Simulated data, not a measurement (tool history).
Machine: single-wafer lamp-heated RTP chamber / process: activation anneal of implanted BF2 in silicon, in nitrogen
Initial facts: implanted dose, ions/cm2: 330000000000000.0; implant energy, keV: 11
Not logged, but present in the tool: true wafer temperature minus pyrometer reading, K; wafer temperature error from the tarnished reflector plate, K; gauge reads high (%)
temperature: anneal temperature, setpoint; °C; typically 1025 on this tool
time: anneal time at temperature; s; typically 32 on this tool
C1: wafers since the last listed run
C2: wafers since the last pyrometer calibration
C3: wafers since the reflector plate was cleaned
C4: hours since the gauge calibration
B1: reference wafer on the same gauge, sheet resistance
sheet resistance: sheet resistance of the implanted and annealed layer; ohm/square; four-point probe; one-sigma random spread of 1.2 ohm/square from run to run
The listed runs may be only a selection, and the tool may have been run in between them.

run 1 hour=0.0 | temperature=1025 time=32 | C1=0 C2=1297 C3=2057 C4=112.8 | B1=365.16 | sheet_resistance=355.08
run 2 hour=7.0 | temperature=1025 time=32 | C1=149 C2=1447 C3=2206 C4=119.8 | B1=365.01 | sheet_resistance=353.74
run 3 hour=13.5 | temperature=1025 time=32 | C1=138 C2=1586 C3=2345 C4=126.3 | B1=365.15 | sheet_resistance=354.73
-- hour=36.2 pyrometer window cleaned and pyrometer calibrated
run 4 hour=36.7 | temperature=1025 time=32 | C1=324 C2=11 C3=2670 C4=149.5 | B1=364.84 | sheet_resistance=363.37
run 5 hour=39.6 | temperature=1025 time=32 | C1=61 C2=73 C3=2731 C4=152.4 | B1=365.20 | sheet_resistance=360.94
run 6 hour=52.0 | temperature=1025 time=19 | C1=264 C2=338 C3=2996 C4=164.8 | B1=365.03 | sheet_resistance=367.36
run 7 hour=69.2 | temperature=1025 time=19 | C1=367 C2=705 C3=3364 C4=182.0 | B1=365.36 | sheet_resistance=367.94
run 8 hour=80.8 | temperature=1025 time=19 | C1=247 C2=953 C3=3612 C4=193.6 | B1=365.35 | sheet_resistance=366.87
run 9 hour=92.7 | temperature=1025 time=32 | C1=254 C2=1207 C3=3866 C4=205.5 | B1=364.92 | sheet_resistance=357.67
run 10 hour=105.7 | temperature=1025 time=32 | C1=277 C2=1485 C3=4143 C4=218.5 | B1=365.20 | sheet_resistance=354.77
run 11 hour=114.7 | temperature=1035 time=46 | C1=192 C2=1677 C3=4336 C4=227.5 | B1=364.96 | sheet_resistance=343.03
-- hour=122.9 pyrometer window cleaned and pyrometer calibrated
run 12 hour=142.3 | temperature=1035 time=46 | C1=418 C2=414 C3=4754 C4=255.1 | B1=365.26 | sheet_resistance=344.79
run 13 hour=152.6 | temperature=1035 time=46 | C1=220 C2=634 C3=4974 C4=265.4 | B1=364.79 | sheet_resistance=344.30
-- hour=155.3 gauge calibrated
run 14 hour=159.5 | temperature=1025 time=32 | C1=147 C2=781 C3=5122 C4=4.2 | B1=364.99 | sheet_resistance=358.35
run 15 hour=176.2 | temperature=1025 time=32 | C1=356 C2=1138 C3=5478 C4=20.9 | B1=365.28 | sheet_resistance=356.28
run 16 hour=193.0 | temperature=1025 time=32 | C1=358 C2=1497 C3=5837 C4=37.7 | B1=365.49 | sheet_resistance=355.86
-- hour=211.2 pyrometer window cleaned and pyrometer calibrated
run 17 hour=211.7 | temperature=1025 time=32 | C1=228 C2=10 C3=6066 C4=56.4 | B1=365.09 | sheet_resistance=359.80
run 18 hour=223.2 | temperature=1047 time=47 | C1=245 C2=255 C3=6311 C4=67.9 | B1=364.90 | sheet_resistance=337.39
run 19 hour=241.0 | temperature=1025 time=40 | C1=380 C2=636 C3=6692 C4=85.7 | B1=365.51 | sheet_resistance=352.42
run 20 hour=247.4 | temperature=1008 time=17 | C1=136 C2=772 C3=6828 C4=92.1 | B1=364.56 | sheet_resistance=377.74
-- hour=256.4 reflector plate cleaned
run 21 hour=256.9 | temperature=1034 time=47 | C1=32 C2=804 C3=11 C4=101.6 | B1=364.76 | sheet_resistance=342.81
run 22 hour=267.6 | temperature=1025 time=32 | C1=228 C2=1033 C3=240 C4=112.3 | B1=365.03 | sheet_resistance=354.23
run 23 hour=280.0 | temperature=1025 time=19 | C1=264 C2=1298 C3=504 C4=124.7 | B1=365.14 | sheet_resistance=363.09
-- hour=288.1 pyrometer window cleaned and pyrometer calibrated
run 24 hour=288.6 | temperature=1025 time=32 | C1=12 C2=10 C3=517 C4=133.3 | B1=364.80 | sheet_resistance=364.88
run 25 hour=297.5 | temperature=1025 time=32 | C1=190 C2=200 C3=707 C4=142.2 | B1=364.71 | sheet_resistance=360.22
run 26 hour=308.7 | temperature=1006 time=25 | C1=239 C2=440 C3=947 C4=153.4 | B1=364.86 | sheet_resistance=372.65
run 27 hour=323.0 | temperature=1051 time=43 | C1=305 C2=745 C3=1252 C4=167.7 | B1=364.92 | sheet_resistance=339.33
run 28 hour=333.6 | temperature=1010 time=32 | C1=226 C2=971 C3=1478 C4=178.3 | B1=364.67 | sheet_resistance=364.66
run 29 hour=349.6 | temperature=1025 time=32 | C1=341 C2=1313 C3=1820 C4=194.3 | B1=364.97 | sheet_resistance=355.60
run 30 hour=362.5 | temperature=1039 time=32 | C1=275 C2=1589 C3=2096 C4=207.2 | B1=364.80 | sheet_resistance=349.62
-- hour=383.7 pyrometer window cleaned and pyrometer calibrated
run 31 hour=384.2 | temperature=1010 time=49 | C1=292 C2=11 C3=2388 C4=228.9 | B1=364.69 | sheet_resistance=362.06
-- hour=392.7 gauge calibrated
run 32 hour=395.6 | temperature=1025 time=32 | C1=243 C2=254 C3=2632 C4=2.9 | B1=364.39 | sheet_resistance=358.97
run 33 hour=405.8 | temperature=1050 time=41 | C1=217 C2=472 C3=2850 C4=13.1 | B1=365.17 | sheet_resistance=339.67
run 34 hour=422.8 | temperature=1035 time=42 | C1=363 C2=835 C3=3213 C4=30.1 | B1=365.06 | sheet_resistance=344.31

Each row is a separate what-if for the run after 34, all from the same tool condition, not one after another. Results?
run A hour=423.2 | temperature=1053 time=32 | C1=8 C2=844 C3=3221 C4=30.5 | B1=? | sheet_resistance=?
run B hour=423.2 | temperature=1039 time=25 | C1=8 C2=844 C3=3221 C4=30.5 | B1=? | sheet_resistance=?
run C hour=423.2 | temperature=1042 time=32 | C1=8 C2=844 C3=3221 C4=30.5 | B1=? | sheet_resistance=?
run D hour=423.2 | temperature=1039 time=18 | C1=8 C2=844 C3=3221 C4=30.5 | B1=? | sheet_resistance=?
run E hour=423.2 | temperature=1052 time=45 | C1=8 C2=844 C3=3221 C4=30.5 | B1=? | sheet_resistance=?

run=A B1=365.15 sheet_resistance=344.31
run=B B1=365.15 sheet_resistance=354.50
run=C B1=365.15 sheet_resistance=348.34
run=D B1=365.15 sheet_resistance=360.82
run=E B1=365.15 sheet_resistance=338.34
Without the tool's hidden state the same runs would have given:
run=A sheet_resistance=348.52
run=B sheet_resistance=360.42
run=C sheet_resistance=353.95
run=D sheet_resistance=366.46
run=E sheet_resistance=342.43
